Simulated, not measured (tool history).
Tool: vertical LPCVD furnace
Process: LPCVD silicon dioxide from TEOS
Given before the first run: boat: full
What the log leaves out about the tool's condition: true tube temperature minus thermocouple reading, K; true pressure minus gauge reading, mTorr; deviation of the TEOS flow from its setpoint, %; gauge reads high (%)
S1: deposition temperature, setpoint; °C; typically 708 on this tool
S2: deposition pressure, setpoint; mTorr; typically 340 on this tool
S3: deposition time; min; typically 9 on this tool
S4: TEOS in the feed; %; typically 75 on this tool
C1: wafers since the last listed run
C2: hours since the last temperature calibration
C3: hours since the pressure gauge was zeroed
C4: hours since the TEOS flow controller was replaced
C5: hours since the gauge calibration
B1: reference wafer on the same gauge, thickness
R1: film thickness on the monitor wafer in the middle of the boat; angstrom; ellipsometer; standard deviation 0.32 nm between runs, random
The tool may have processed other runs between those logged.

Run 1, hour 0: usual settings but S4 69 %; C1 0; C2 3246.2; C3 518; C4 1796.2; C5 166.1; B1 90.52. Result: R1 950.7 angstrom.
Run 2, hour 99.9: usual settings but S4 69 %; C1 1213; C2 3346.1; C3 617.9; C4 1896.1; C5 266; B1 90.69. Result: R1 960.7 angstrom.
Run 3, hour 199.3: usual settings but S4 69 %; C1 1207; C2 3445.5; C3 717.3; C4 1995.5; C5 365.4; B1 90.7. Result: R1 952 angstrom.
Run 4, hour 294.8: usual settings but S2 300 mTorr; C1 1160; C2 3541; C3 812.8; C4 2091; C5 460.9; B1 90.64. Result: R1 944.6 angstrom.
Run 5, hour 363.3: usual settings but S2 300 mTorr; C1 832; C2 3609.5; C3 881.3; C4 2159.5; C5 529.4; B1 90.6. Result: R1 940.7 angstrom.
Run 6, hour 409.9: usual settings but S2 300 mTorr; C1 566; C2 3656.1; C3 927.9; C4 2206.1; C5 576; B1 90.69. Result: R1 941.1 angstrom.
Run 7, hour 473.9: usual settings; C1 777; C2 3720.1; C3 991.9; C4 2270.1; C5 640; B1 90.78. Result: R1 1011.9 angstrom.
Run 8, hour 544.5: usual settings; C1 857; C2 3790.7; C3 1062.5; C4 2340.7; C5 710.6; B1 90.69. Result: R1 1010.8 angstrom.
Run 9, hour 647.4: usual settings; C1 1250; C2 3893.6; C3 1165.4; C4 2443.6; C5 813.5; B1 90.8. Result: R1 1011.6 angstrom.
Run 10, hour 736: usual settings but S1 703 °C; C1 1076; C2 3982.2; C3 1254; C4 2532.2; C5 902.1; B1 90.59. Result: R1 908.5 angstrom.
At hour 805.3: thermocouples replaced and temperature profile calibrated.
Run 11, hour 805.8: usual settings; C1 556; C2 0.5; C3 1323.8; C4 2602; C5 971.9; B1 90.75. Result: R1 931.4 angstrom.
At hour 875.3: TEOS flow controller replaced.
Run 12, hour 875.8: usual settings; C1 558; C2 70.5; C3 1393.8; C4 0.5; C5 1041.9; B1 90.74. Result: R1 929.1 angstrom.
Run 13, hour 923.1: usual settings; C1 574; C2 117.8; C3 1441.1; C4 47.8; C5 1089.2; B1 90.67. Result: R1 928.9 angstrom.
Run 14, hour 961.8: usual settings but S1 705 °C, S2 375 mTorr, S4 85 %; C1 470; C2 156.5; C3 1479.8; C4 86.5; C5 1127.9; B1 90.79. Result: R1 976.7 angstrom.
At hour 1004.7: pressure gauge zeroed.
Run 15, hour 1045.8: usual settings but S1 716 °C, S2 280 mTorr, S3 6.5 min, S4 66 %; C1 728; C2 240.5; C3 41.1; C4 170.5; C5 1211.9; B1 90.82. Result: R1 676.4 angstrom.
Run 16, hour 1103.8: usual settings but S2 370 mTorr, S3 7 min, S4 87 %; C1 704; C2 298.5; C3 99.1; C4 228.5; C5 1269.9; B1 90.71. Result: R1 800.7 angstrom.
Run 17, hour 1198.4: usual settings but S1 713 °C, S2 420 mTorr; C1 1149; C2 393.1; C3 193.7; C4 323.1; C5 1364.5; B1 90.65. Result: R1 1145.8 angstrom.
Run 18, hour 1243.3: usual settings; C1 545; C2 438; C3 238.6; C4 368; C5 1409.4; B1 90.62. Result: R1 918.6 angstrom.
Run 19, hour 1322.1: usual settings; C1 957; C2 516.8; C3 317.4; C4 446.8; C5 1488.2; B1 90.66. Result: R1 927 angstrom.
At hour 1397.1: gauge calibrated.
Run 20, hour 1416.9: usual settings; C1 1151; C2 611.6; C3 412.2; C4 541.6; C5 19.8; B1 90.84. Result: R1 929.9 angstrom.
Run 21, hour 1466.5: usual settings but S1 718 °C, S3 12 min; C1 602; C2 661.2; C3 461.8; C4 591.2; C5 69.4; B1 90.84. Result: R1 1549.6 angstrom.
Run 22, hour 1513.1: usual settings but S2 425 mTorr, S3 7 min; C1 566; C2 707.8; C3 508.4; C4 637.8; C5 116; B1 90.62. Result: R1 812 angstrom.
Run 23, hour 1617.1: usual settings but S1 715 °C, S2 285 mTorr, S4 63 %; C1 1263; C2 811.8; C3 612.4; C4 741.8; C5 220; B1 90.75. Result: R1 930.7 angstrom.
Run 24, hour 1679.9: usual settings but S2 410 mTorr; C1 762; C2 874.6; C3 675.2; C4 804.6; C5 282.8; B1 90.61. Result: R1 1028.5 angstrom.
Run 25, hour 1750.6: usual settings but S4 66 %; C1 858; C2 945.3; C3 745.9; C4 875.3; C5 353.5; B1 90.62. Result: R1 880.4 angstrom.
Run 26, hour 1847.2: usual settings but S3 6 min; C1 1173; C2 1041.9; C3 842.5; C4 971.9; C5 450.1; B1 90.7. Result: R1 628.6 angstrom.

Measured minus without-hidden-state, run by run (identical run-to-run variation in each term; gauge scatter may differ):
run      R1
  1   +88.7
  2     +93
  3   +95.1
  4   +99.8
  5  +101.4
  6  +102.6
  7  +108.9
  8  +110.6
  9  +113.3
 10  +104.5
 11   +33.3
 12   +34.9
 13   +35.9
 14   +36.2
 15   +10.7
 16   +15.1
 17   +26.3
 18   +24.9
 19   +28.7
 20   +32.8
 21   +57.1
 22   +29.3
 23   +42.7
 24   +43.2
 25   +41.8
 26   +31.8
